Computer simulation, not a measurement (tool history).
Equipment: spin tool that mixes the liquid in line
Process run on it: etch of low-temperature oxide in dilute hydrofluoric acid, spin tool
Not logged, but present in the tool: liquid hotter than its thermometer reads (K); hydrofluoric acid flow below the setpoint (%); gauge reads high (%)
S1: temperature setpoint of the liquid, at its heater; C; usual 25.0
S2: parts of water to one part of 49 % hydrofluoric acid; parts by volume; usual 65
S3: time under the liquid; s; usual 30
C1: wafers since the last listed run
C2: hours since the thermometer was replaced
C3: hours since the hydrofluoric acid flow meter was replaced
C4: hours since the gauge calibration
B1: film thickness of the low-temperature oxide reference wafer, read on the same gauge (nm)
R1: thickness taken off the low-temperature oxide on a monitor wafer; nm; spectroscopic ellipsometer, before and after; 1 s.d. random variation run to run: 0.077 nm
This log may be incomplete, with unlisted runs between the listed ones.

run	hour	S1	S2	S3	C1	C2	C3	C4	B1	R1
1	0.0	25.0	65	30	0	11.8	1171.9	12.8	150.00	9.54
2	76.0	22.0	65	30	1250	87.8	1247.9	88.8	150.00	8.42
3	112.4	22.0	65	30	599	124.2	1284.3	125.2	150.00	8.56
4	173.2	22.0	65	30	1000	185.0	1345.1	186.0	150.00	8.44
5	238.4	25.0	65	40	1073	250.2	1410.3	251.2	150.01	12.80
6	305.5	25.0	65	30	1104	317.3	1477.4	318.3	149.98	9.83
7	351.4	25.0	65	30	755	363.2	1523.3	364.2	149.98	9.74
# hour 378.5: hydrofluoric acid flow meter replaced
8	495.4	25.0	35	20	2353	507.2	116.9	508.2	150.02	12.61
9	555.6	21.5	65	30	990	567.4	177.1	568.4	150.00	8.59
10	632.8	25.0	45	30	1270	644.6	254.3	645.6	149.98	14.94
# hour 639.1: gauge calibrated
# hour 705.0: thermometer replaced
11	722.8	25.0	45	30	1464	17.8	344.3	83.7	150.00	14.08
12	816.0	25.0	65	30	1534	111.0	437.5	176.9	150.01	9.45

Predict the results of run 13:
13	875.9	21.5	95	20	985	170.9	497.4	236.8	?	?

Run 13 produced B1 149.99, R1 3.68 nm.
Had the tool carried no hidden state, the very same run would have given R1 3.63 nm.
